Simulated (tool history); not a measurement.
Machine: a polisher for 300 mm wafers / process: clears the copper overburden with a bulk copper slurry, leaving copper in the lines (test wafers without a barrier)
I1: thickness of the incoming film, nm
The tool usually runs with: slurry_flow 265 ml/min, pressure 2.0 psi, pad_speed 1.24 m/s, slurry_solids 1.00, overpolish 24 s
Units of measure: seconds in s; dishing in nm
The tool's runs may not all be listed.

run 1 hour=0.0 | slurry_flow=265 pressure=2.0 pad_speed=1.24 slurry_solids=1.00 overpolish=24 | I1=773.0 | seconds=136.5 dishing=71.6
run 2 hour=11.9 | slurry_flow=265 pressure=2.0 pad_speed=1.24 slurry_solids=1.00 overpolish=24 | I1=770.9 | seconds=135.8 dishing=74.3
run 3 hour=19.8 | slurry_flow=240 pressure=2.0 pad_speed=1.24 slurry_solids=1.00 overpolish=24 | I1=781.2 | seconds=140.3 dishing=72.3
run 4 hour=30.5 | slurry_flow=240 pressure=2.0 pad_speed=1.24 slurry_solids=1.00 overpolish=24 | I1=771.6 | seconds=138.0 dishing=71.4
run 5 hour=47.0 | slurry_flow=265 pressure=2.0 pad_speed=1.42 slurry_solids=1.00 overpolish=15 | I1=771.0 | seconds=121.7 dishing=54.0
run 6 hour=58.8 | slurry_flow=265 pressure=2.0 pad_speed=1.24 slurry_solids=1.00 overpolish=24 | I1=780.1 | seconds=139.8 dishing=71.7
run 7 hour=74.9 | slurry_flow=265 pressure=2.0 pad_speed=1.24 slurry_solids=1.00 overpolish=24 | I1=771.6 | seconds=139.5 dishing=67.6
run 8 hour=91.8 | slurry_flow=265 pressure=2.0 pad_speed=1.24 slurry_solids=1.00 overpolish=24 | I1=768.7 | seconds=139.9 dishing=68.6
run 9 hour=104.3 | slurry_flow=265 pressure=2.0 pad_speed=1.24 slurry_solids=1.00 overpolish=16 | I1=769.8 | seconds=141.3 dishing=49.1
-- hour=112.7 slurry nozzle cleaned
-- hour=115.5 worn pad replaced by a new one
run 10 hour=120.8 | slurry_flow=265 pressure=2.0 pad_speed=1.24 slurry_solids=1.00 overpolish=16 | I1=768.2 | seconds=131.5 dishing=53.4
-- hour=128.5 head pressure recalibrated
run 11 hour=134.0 | slurry_flow=265 pressure=2.0 pad_speed=0.86 slurry_solids=1.00 overpolish=17 | I1=773.6 | seconds=193.2 dishing=40.4
run 12 hour=167.5 | slurry_flow=265 pressure=2.0 pad_speed=1.24 slurry_solids=1.00 overpolish=24 | I1=781.9 | seconds=143.3 dishing=70.3
-- hour=185.1 slurry blender recalibrated
run 13 hour=185.6 | slurry_flow=210 pressure=2.0 pad_speed=1.24 slurry_solids=1.00 overpolish=24 | I1=778.1 | seconds=128.4 dishing=73.0
run 14 hour=198.3 | slurry_flow=240 pressure=2.0 pad_speed=1.24 slurry_solids=1.00 overpolish=24 | I1=785.4 | seconds=130.1 dishing=75.4
run 15 hour=214.2 | slurry_flow=265 pressure=2.0 pad_speed=1.24 slurry_solids=1.00 overpolish=24 | I1=779.8 | seconds=127.5 dishing=73.7
run 16 hour=222.8 | slurry_flow=265 pressure=2.0 pad_speed=1.24 slurry_solids=1.00 overpolish=24 | I1=764.5 | seconds=126.7 dishing=76.4
run 17 hour=234.4 | slurry_flow=340 pressure=1.4 pad_speed=1.24 slurry_solids=1.00 overpolish=24 | I1=765.9 | seconds=160.7 dishing=59.9
run 18 hour=240.6 | slurry_flow=265 pressure=2.0 pad_speed=1.48 slurry_solids=1.00 overpolish=17 | I1=771.6 | seconds=105.7 dishing=64.8
run 19 hour=256.3 | slurry_flow=265 pressure=2.0 pad_speed=1.50 slurry_solids=0.90 overpolish=24 | I1=777.0 | seconds=110.9 dishing=81.9
run 20 hour=268.7 | slurry_flow=265 pressure=2.0 pad_speed=1.24 slurry_solids=1.25 overpolish=24 | I1=764.9 | seconds=120.5 dishing=75.4

Forecast each of these 3 alternatives for the next run:
run A hour=269.2 | slurry_flow=225 pressure=2.0 pad_speed=1.24 slurry_solids=1.00 overpolish=24 | I1=773.6 | seconds=? dishing=?
run B hour=269.2 | slurry_flow=240 pressure=2.0 pad_speed=1.24 slurry_solids=0.75 overpolish=19 | I1=773.6 | seconds=? dishing=?
run C hour=269.2 | slurry_flow=265 pressure=2.4 pad_speed=1.24 slurry_solids=0.80 overpolish=33 | I1=773.6 | seconds=? dishing=?

run=A seconds=129.8 dishing=74.4
run=B seconds=138.1 dishing=61.0
run=C seconds=115.6 dishing=97.5
Take away the tool's hidden state, keep each run's random variation, and the runs would have read:
run=A seconds=122.5 dishing=77.1
run=B seconds=130.7 dishing=63.4
run=C seconds=109.8 dishing=100.0
